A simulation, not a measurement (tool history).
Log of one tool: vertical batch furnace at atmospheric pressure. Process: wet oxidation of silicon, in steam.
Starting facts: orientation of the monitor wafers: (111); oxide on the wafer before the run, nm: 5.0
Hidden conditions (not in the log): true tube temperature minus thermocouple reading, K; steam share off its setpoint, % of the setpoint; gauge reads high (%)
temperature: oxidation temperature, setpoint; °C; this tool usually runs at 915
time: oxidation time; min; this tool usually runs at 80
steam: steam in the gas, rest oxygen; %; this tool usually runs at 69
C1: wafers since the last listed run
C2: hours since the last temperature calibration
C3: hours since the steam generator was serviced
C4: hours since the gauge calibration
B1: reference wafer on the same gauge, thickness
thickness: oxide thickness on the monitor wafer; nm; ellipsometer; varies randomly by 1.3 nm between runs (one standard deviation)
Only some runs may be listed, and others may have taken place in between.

run 1 hour=0 | temperature=898 time=80 steam=69 | C1=0 C2=708 C3=664.3 C4=745 | B1=313.64 | thickness=213.87
run 2 hour=22.5 | temperature=898 time=80 steam=69 | C1=284 C2=730.5 C3=686.8 C4=767.5 | B1=313.8 | thickness=214.32
run 3 hour=37.3 | temperature=898 time=80 steam=69 | C1=186 C2=745.3 C3=701.6 C4=782.3 | B1=314.03 | thickness=214.51
run 4 hour=53.9 | temperature=915 time=80 steam=69 | C1=209 C2=761.9 C3=718.2 C4=798.9 | B1=313.97 | thickness=257.27
run 5 hour=82.2 | temperature=915 time=80 steam=69 | C1=357 C2=790.2 C3=746.5 C4=827.2 | B1=313.98 | thickness=257.88
run 6 hour=186.8 | temperature=906 time=99.5 steam=69 | C1=1320 C2=894.8 C3=851.1 C4=931.8 | B1=314.24 | thickness=279.18
run 7 hour=208.2 | temperature=906 time=99.5 steam=69 | C1=270 C2=916.2 C3=872.5 C4=953.2 | B1=313.62 | thickness=273.77
run 8 hour=243.8 | temperature=915 time=80 steam=69 | C1=449 C2=951.8 C3=908.1 C4=988.8 | B1=314.12 | thickness=255.11
run 9 hour=268.5 | temperature=915 time=80 steam=69 | C1=311 C2=976.5 C3=932.8 C4=1013.5 | B1=313.93 | thickness=255.64
run 10 hour=283.5 | temperature=915 time=55.5 steam=69 | C1=189 C2=991.5 C3=947.8 C4=1028.5 | B1=314.08 | thickness=193.19
run 11 hour=311.3 | temperature=915 time=55.5 steam=69 | C1=351 C2=1019.3 C3=975.6 C4=1056.3 | B1=314.02 | thickness=192.29
run 12 hour=339.1 | temperature=915 time=55.5 steam=69 | C1=351 C2=1047.1 C3=1003.4 C4=1084.1 | B1=314.01 | thickness=192.5
run 13 hour=361.6 | temperature=915 time=80 steam=69 | C1=284 C2=1069.6 C3=1025.9 C4=1106.6 | B1=314.13 | thickness=255.91
run 14 hour=392.2 | temperature=915 time=80 steam=69 | C1=386 C2=1100.2 C3=1056.5 C4=1137.2 | B1=314.07 | thickness=254.36
run 15 hour=417.1 | temperature=915 time=80 steam=69 | C1=314 C2=1125.1 C3=1081.4 C4=1162.1 | B1=314.21 | thickness=255.61
-- hour=419.4 gauge calibrated
run 16 hour=436.3 | temperature=915 time=80 steam=69 | C1=242 C2=1144.3 C3=1100.6 C4=16.9 | B1=313.96 | thickness=257.56
run 17 hour=464.5 | temperature=915 time=80 steam=69 | C1=356 C2=1172.5 C3=1128.8 C4=45.1 | B1=313.93 | thickness=256.04
run 18 hour=545.7 | temperature=915 time=71.5 steam=69 | C1=1025 C2=1253.7 C3=1210 C4=126.3 | B1=313.96 | thickness=234.21
run 19 hour=568.4 | temperature=901 time=80 steam=69 | C1=286 C2=1276.4 C3=1232.7 C4=149 | B1=313.99 | thickness=220.15
-- hour=635.5 steam generator serviced
run 20 hour=641.3 | temperature=938 time=57.5 steam=65 | C1=617 C2=1349.3 C3=5.8 C4=221.9 | B1=314.31 | thickness=226.83
run 21 hour=667.8 | temperature=899 time=80 steam=62 | C1=334 C2=1375.8 C3=32.3 C4=248.4 | B1=314.14 | thickness=192.48
run 22 hour=700.3 | temperature=939 time=41.5 steam=73 | C1=410 C2=1408.3 C3=64.8 C4=280.9 | B1=313.88 | thickness=194.34
run 23 hour=735.2 | temperature=915 time=80 steam=69 | C1=440 C2=1443.2 C3=99.7 C4=315.8 | B1=314.19 | thickness=249.43
-- hour=783.6 thermocouples replaced and temperature profile calibrated
run 24 hour=784.1 | temperature=938 time=100 steam=65 | C1=314 C2=0.5 C3=148.6 C4=364.7 | B1=314.06 | thickness=335.01
run 25 hour=789.4 | temperature=915 time=80 steam=69 | C1=66 C2=5.8 C3=153.9 C4=370 | B1=313.6 | thickness=247.14
run 26 hour=814.7 | temperature=890 time=80 steam=69 | C1=319 C2=31.1 C3=179.2 C4=395.3 | B1=313.72 | thickness=185.96
run 27 hour=839.3 | temperature=915 time=111.5 steam=61 | C1=310 C2=55.7 C3=203.8 C4=419.9 | B1=314.19 | thickness=288.44
run 28 hour=860.5 | temperature=915 time=80 steam=58 | C1=267 C2=76.9 C3=225 C4=441.1 | B1=314.08 | thickness=215.33
-- hour=890.5 steam generator serviced, repeated, since the last time left the tool worse
run 29 hour=891 | temperature=932 time=49 steam=75 | C1=82 C2=107.4 C3=0.5 C4=471.6 | B1=314.11 | thickness=224.4
run 30 hour=897.6 | temperature=915 time=80 steam=59 | C1=83 C2=114 C3=7.1 C4=478.2 | B1=313.81 | thickness=232.14
run 31 hour=915.4 | temperature=897 time=80 steam=60 | C1=224 C2=131.8 C3=24.9 C4=496 | B1=314.23 | thickness=194.3
run 32 hour=942.1 | temperature=915 time=80 steam=69 | C1=337 C2=158.5 C3=51.6 C4=522.7 | B1=314.09 | thickness=261.11
run 33 hour=961.1 | temperature=915 time=80 steam=69 | C1=239 C2=177.5 C3=70.6 C4=541.7 | B1=314.01 | thickness=260.14

Forecast run 34:
run 34 hour=986.9 | temperature=915 time=103.5 steam=72 | C1=325 C2=203.3 C3=96.4 C4=567.5 | B1=? | thickness=?

B1: 314.43
thickness: 324.28 nm
With no hidden state in the tool, this same run would have given thickness 329.72 nm.
